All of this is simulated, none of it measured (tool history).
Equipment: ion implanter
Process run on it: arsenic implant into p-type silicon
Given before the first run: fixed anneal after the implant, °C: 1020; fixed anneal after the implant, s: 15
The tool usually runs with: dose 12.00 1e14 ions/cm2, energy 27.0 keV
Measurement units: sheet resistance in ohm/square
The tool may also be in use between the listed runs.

| run | hour | dose | energy | read-back reference wafer on the same gauge, sheet resistance | sheet resistance |
|---|---|---|---|---|---|
| 1 | 0.0 | 12.00 | 27.0 | 80.12 | 98.08 |
| 2 | 20.8 | 12.00 | 27.0 | 80.03 | 97.97 |
| 3 | 49.9 | 12.00 | 27.0 | 80.07 | 97.84 |
| 4 | 64.2 | 12.00 | 27.0 | 80.05 | 97.84 |
| 5 | 84.8 | 10.85 | 27.0 | 80.14 | 103.01 |
| 6 | 120.0 | 10.85 | 27.0 | 80.14 | 102.98 |
| 7 | 150.2 | 12.00 | 27.0 | 80.17 | 97.71 |
|  | 167.3 | gauge calibrated |
| 8 | 167.9 | 12.00 | 27.0 | 80.05 | 97.92 |
| 9 | 196.3 | 12.00 | 30.0 | 80.15 | 95.27 |
| 10 | 221.5 | 14.70 | 27.0 | 80.07 | 89.10 |
| 11 | 244.5 | 13.47 | 35.5 | 80.05 | 85.92 |
|  | 253.2 | Faraday cup replaced and dose calibrated |
|  | 256.5 | extraction supply calibrated |
| 12 | 276.5 | 10.09 | 23.0 | 80.10 | 111.45 |
| 13 | 307.6 | 8.99 | 32.5 | 80.12 | 111.53 |
| 14 | 322.3 | 12.00 | 18.5 | 80.17 | 107.69 |
| 15 | 397.3 | 12.00 | 27.0 | 80.05 | 97.51 |

Forecast each of these 4 alternatives for the next run:
| A | 397.7 | 14.45 | 27.0 | ? | ? |
| B | 397.7 | 12.00 | 22.0 | ? | ? |
| C | 397.7 | 13.33 | 22.0 | ? | ? |
| D | 397.7 | 9.34 | 27.0 | ? | ? |

| run | read-back reference wafer on the same gauge, sheet resistance | sheet resistance |
|---|---|---|
| A | 80.14 | 90.10 |
| B | 80.14 | 103.10 |
| C | 80.14 | 98.58 |
| D | 80.14 | 112.67 |
Stripped of hidden state, with their random variation kept, the same runs would have yielded:
| run | sheet resistance |
|---|---|
| A | 90.10 |
| B | 103.10 |
| C | 98.58 |
| D | 112.67 |
